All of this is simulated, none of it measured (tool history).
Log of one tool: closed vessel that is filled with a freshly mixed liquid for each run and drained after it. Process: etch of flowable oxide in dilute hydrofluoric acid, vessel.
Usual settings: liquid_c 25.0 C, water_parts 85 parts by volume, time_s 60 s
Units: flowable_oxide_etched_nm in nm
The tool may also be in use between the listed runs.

run    hour  liquid_c  water_parts  time_s  read-back film thickness of the flowable oxide reference wafer, read on the same gauge (nm)  flowable_oxide_etched_nm
  1     0.0      25.0           85      60                                                                                        70.63                     31.51
        2.2  -- hydrofluoric acid flow meter replaced
  2   236.0      25.0           85      60                                                                                        71.11                     31.73
  3   314.6      25.0           85      60                                                                                        71.32                     32.15
  4   412.4      22.0           85      60                                                                                        71.51                     28.48
  5   505.0      22.0           85      60                                                                                        71.69                     28.35
  6   603.1      22.0           85      60                                                                                        71.84                     28.31
      613.0  -- hydrofluoric acid flow meter replaced
  7   705.3      25.0           85      60                                                                                        72.06                     32.61
      808.8  -- gauge calibrated
  8   808.8      29.0           85      60                                                                                        69.95                     36.84
  9   898.0      29.0           85      60                                                                                        70.14                     37.01
 10  1075.8      29.0           85      60                                                                                        70.59                     36.94
 11  1152.2      25.0           85      60                                                                                        70.69                     31.37
 12  1194.7      25.0           85      60                                                                                        70.83                     31.38
     1243.4  -- thermometer replaced
     1249.1  -- hydrofluoric acid flow meter replaced
 13  1288.3      25.0           85      60                                                                                        70.94                     31.28
 14  1392.9      27.5           85      30                                                                                        71.17                     17.45
 15  1446.3      25.0           85      60                                                                                        71.27                     31.84
 16  1486.1      25.0           85      60                                                                                        71.36                     31.67
 17  1536.1      25.0          100      60                                                                                        71.47                     26.91
 18  1583.3      21.0           60      30                                                                                        71.52                     19.75
 19  1762.5      20.5           85      80                                                                                        71.93                     34.97
 20  1805.4      25.0           85      85                                                                                        71.96                     44.80
     1815.1  -- hydrofluoric acid flow meter replaced
 21  1899.7      23.5          115      60                                                                                        72.18                     21.85
 22  1950.8      28.5           65      45                                                                                        72.24                     38.04
 23  2012.5      23.0          120      50                                                                                        72.37                     16.78
 24  2110.0      25.0           85      60                                                                                        72.61                     31.83
 25  2214.9      25.0           85      60                                                                                        72.85                     32.37
 26  2266.4      20.5           85      80                                                                                        72.99                     36.73
     2344.0  -- gauge calibrated
 27  2360.5      25.0          115      60                                                                                        70.18                     22.11

5 ways to go on from here, each from the tool as it stands after run 27. What would each give?
  A  2361.2      25.0           85      60                                                                                            ?                         ?
  B  2361.2      25.0           85      95                                                                                            ?                         ?
  C  2361.2      25.0          105      50                                                                                            ?                         ?
  D  2361.2      27.5           50      40                                                                                            ?                         ?
  E  2361.2      26.5           65      40                                                                                            ?                         ?

run  read-back film thickness of the flowable oxide reference wafer, read on the same gauge (nm)  flowable_oxide_etched_nm
  A                                                                                        70.22                     31.20
  B                                                                                        70.22                     49.40
  C                                                                                        70.22                     20.52
  D                                                                                        70.22                     40.98
  E                                                                                        70.22                     29.65
Without the tool's hidden state the same runs would have given:
run  flowable_oxide_etched_nm
  A                     31.12
  B                     49.27
  C                     20.47
  D                     40.87
  E                     29.57
